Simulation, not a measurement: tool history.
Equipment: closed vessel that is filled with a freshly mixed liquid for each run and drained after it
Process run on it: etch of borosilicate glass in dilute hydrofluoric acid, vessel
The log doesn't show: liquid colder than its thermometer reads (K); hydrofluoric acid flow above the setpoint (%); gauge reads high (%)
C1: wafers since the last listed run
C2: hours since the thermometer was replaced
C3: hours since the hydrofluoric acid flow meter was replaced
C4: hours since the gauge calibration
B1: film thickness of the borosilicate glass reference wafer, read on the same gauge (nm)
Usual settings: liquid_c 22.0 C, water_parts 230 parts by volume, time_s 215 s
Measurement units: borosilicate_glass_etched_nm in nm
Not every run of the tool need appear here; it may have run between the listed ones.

Run 1, hour 0.0: usual settings; C1 0; C2 1733.2; C3 921.3; C4 997.7; B1 119.97. Result: borosilicate_glass_etched_nm 18.63 nm.
Run 2, hour 27.2: usual settings; C1 2237; C2 1760.4; C3 948.5; C4 1024.9; B1 120.01. Result: borosilicate_glass_etched_nm 18.76 nm.
Run 3, hour 47.1: usual settings; C1 1636; C2 1780.3; C3 968.4; C4 1044.8; B1 120.02. Result: borosilicate_glass_etched_nm 18.54 nm.
Run 4, hour 77.5: usual settings; C1 2500; C2 1810.7; C3 998.8; C4 1075.2; B1 119.98. Result: borosilicate_glass_etched_nm 18.54 nm.
Run 5, hour 90.4: usual settings but liquid_c 19.5 C; C1 1061; C2 1823.6; C3 1011.7; C4 1088.1; B1 120.07. Result: borosilicate_glass_etched_nm 16.94 nm.
Run 6, hour 102.9: usual settings but liquid_c 19.5 C; C1 1028; C2 1836.1; C3 1024.2; C4 1100.6; B1 119.97. Result: borosilicate_glass_etched_nm 16.93 nm.
Run 7, hour 128.3: usual settings but liquid_c 25.0 C; C1 2089; C2 1861.5; C3 1049.6; C4 1126.0; B1 120.02. Result: borosilicate_glass_etched_nm 20.52 nm.
Run 8, hour 150.9: usual settings but water_parts 130 parts by volume, time_s 160 s; C1 1859; C2 1884.1; C3 1072.2; C4 1148.6; B1 119.98. Result: borosilicate_glass_etched_nm 26.87 nm.
At hour 160.9: thermometer replaced.
Run 9, hour 178.4: usual settings but liquid_c 26.0 C, water_parts 135 parts by volume, time_s 135 s; C1 2179; C2 17.5; C3 1099.7; C4 1176.1; B1 119.98. Result: borosilicate_glass_etched_nm 27.20 nm.
Run 10, hour 198.0: usual settings but water_parts 170 parts by volume, time_s 120 s; C1 1612; C2 37.1; C3 1119.3; C4 1195.7; B1 120.02. Result: borosilicate_glass_etched_nm 16.04 nm.
Run 11, hour 225.7: usual settings but liquid_c 26.5 C; C1 2278; C2 64.8; C3 1147.0; C4 1223.4; B1 119.99. Result: borosilicate_glass_etched_nm 23.31 nm.
At hour 227.0: hydrofluoric acid flow meter replaced.
Run 12, hour 325.2: usual settings; C1 8102; C2 164.3; C3 98.2; C4 1322.9; B1 119.96. Result: borosilicate_glass_etched_nm 19.00 nm.
Run 13, hour 353.1: usual settings but liquid_c 20.0 C, water_parts 175 parts by volume, time_s 335 s; C1 2295; C2 192.2; C3 126.1; C4 1350.8; B1 120.00. Result: borosilicate_glass_etched_nm 38.12 nm.
Run 14, hour 371.5: usual settings but water_parts 155 parts by volume; C1 1513; C2 210.6; C3 144.5; C4 1369.2; B1 119.95. Result: borosilicate_glass_etched_nm 30.50 nm.
Run 15, hour 400.9: usual settings but liquid_c 20.0 C, water_parts 260 parts by volume, time_s 95 s; C1 2418; C2 240.0; C3 173.9; C4 1398.6; B1 120.00. Result: borosilicate_glass_etched_nm 6.68 nm.
Run 16, hour 435.8: usual settings but liquid_c 18.5 C, water_parts 185 parts by volume, time_s 275 s; C1 2870; C2 274.9; C3 208.8; C4 1433.5; B1 120.04. Result: borosilicate_glass_etched_nm 27.48 nm.
At hour 453.7: gauge calibrated.
Run 17, hour 458.8: usual settings but liquid_c 20.5 C, water_parts 155 parts by volume, time_s 255 s; C1 1891; C2 297.9; C3 231.8; C4 5.1; B1 120.00. Result: borosilicate_glass_etched_nm 33.53 nm.
Run 18, hour 475.1: usual settings but water_parts 195 parts by volume; C1 1340; C2 314.2; C3 248.1; C4 21.4; B1 120.00. Result: borosilicate_glass_etched_nm 22.74 nm.
Run 19, hour 510.9: usual settings but liquid_c 20.5 C; C1 2944; C2 350.0; C3 283.9; C4 57.2; B1 119.99. Result: borosilicate_glass_etched_nm 17.93 nm.
Run 20, hour 541.9: usual settings; C1 2550; C2 381.0; C3 314.9; C4 88.2; B1 119.97. Result: borosilicate_glass_etched_nm 19.00 nm.
Run 21, hour 556.2: usual settings but liquid_c 19.5 C, time_s 120 s; C1 1176; C2 395.3; C3 329.2; C4 102.5; B1 119.97. Result: borosilicate_glass_etched_nm 9.51 nm.
Run 22, hour 587.5: usual settings but water_parts 120 parts by volume; C1 2574; C2 426.6; C3 360.5; C4 133.8; B1 120.02. Result: borosilicate_glass_etched_nm 41.44 nm.
Run 23, hour 601.9: usual settings but water_parts 305 parts by volume, time_s 295 s; C1 1184; C2 441.0; C3 374.9; C4 148.2; B1 120.00. Result: borosilicate_glass_etched_nm 18.25 nm.
Run 24, hour 631.0: usual settings but liquid_c 26.0 C; C1 2393; C2 470.1; C3 404.0; C4 177.3; B1 119.99. Result: borosilicate_glass_etched_nm 22.08 nm.
Run 25, hour 651.6: usual settings but liquid_c 23.5 C, time_s 255 s; C1 1694; C2 490.7; C3 424.6; C4 197.9; B1 120.03. Result: borosilicate_glass_etched_nm 23.68 nm.
Run 26, hour 673.3: usual settings; C1 1785; C2 512.4; C3 446.3; C4 219.6; B1 119.98. Result: borosilicate_glass_etched_nm 18.95 nm.
Run 27, hour 699.1: usual settings but liquid_c 20.0 C, time_s 270 s; C1 2122; C2 538.2; C3 472.1; C4 245.4; B1 120.00. Result: borosilicate_glass_etched_nm 21.99 nm.
Run 28, hour 732.3: usual settings but liquid_c 18.5 C, water_parts 140 parts by volume; C1 2731; C2 571.4; C3 505.3; C4 278.6; B1 119.99. Result: borosilicate_glass_etched_nm 29.70 nm.
Run 29, hour 745.5: usual settings but liquid_c 20.0 C, time_s 270 s; C1 1085; C2 584.6; C3 518.5; C4 291.8; B1 120.03. Result: borosilicate_glass_etched_nm 21.87 nm.
Run 30, hour 778.3: usual settings but liquid_c 26.5 C, water_parts 280 parts by volume; C1 2698; C2 617.4; C3 551.3; C4 324.6; B1 120.00. Result: borosilicate_glass_etched_nm 17.41 nm.
Run 31, hour 803.1: usual settings; C1 2040; C2 642.2; C3 576.1; C4 349.4; B1 120.00. Result: borosilicate_glass_etched_nm 18.88 nm.
Run 32, hour 836.1: usual settings but liquid_c 25.5 C, water_parts 320 parts by volume, time_s 115 s; C1 2714; C2 675.2; C3 609.1; C4 382.4; B1 120.00. Result: borosilicate_glass_etched_nm 7.66 nm.

Each row is a separate what-if for the run after 32, all from the same tool condition, not one after another. Results?
Run A, hour 836.8: usual settings but time_s 335 s; C1 57; C2 675.9; C3 609.8; C4 383.1; B1 ?. Result: borosilicate_glass_etched_nm ?.
Run B, hour 836.8: usual settings but water_parts 265 parts by volume, time_s 145 s; C1 57; C2 675.9; C3 609.8; C4 383.1; B1 ?. Result: borosilicate_glass_etched_nm ?.
Run C, hour 836.8: usual settings but water_parts 125 parts by volume, time_s 145 s; C1 57; C2 675.9; C3 609.8; C4 383.1; B1 ?. Result: borosilicate_glass_etched_nm ?.
Run D, hour 836.8: usual settings but liquid_c 20.5 C, water_parts 300 parts by volume; C1 57; C2 675.9; C3 609.8; C4 383.1; B1 ?. Result: borosilicate_glass_etched_nm ?.
Run E, hour 836.8: usual settings but water_parts 185 parts by volume; C1 57; C2 675.9; C3 609.8; C4 383.1; B1 ?. Result: borosilicate_glass_etched_nm ?.

run      B1  borosilicate_glass_etched_nm
  A  120.06                         29.58
  B  120.06                         10.75
  C  120.06                         26.25
  D  120.06                         12.91
  E  120.06                         24.68
Stripped of hidden state, with their random variation kept, the same runs would have yielded:
run  borosilicate_glass_etched_nm
  A                         29.79
  B                         10.81
  C                         26.51
  D                         12.98
  E                         24.89
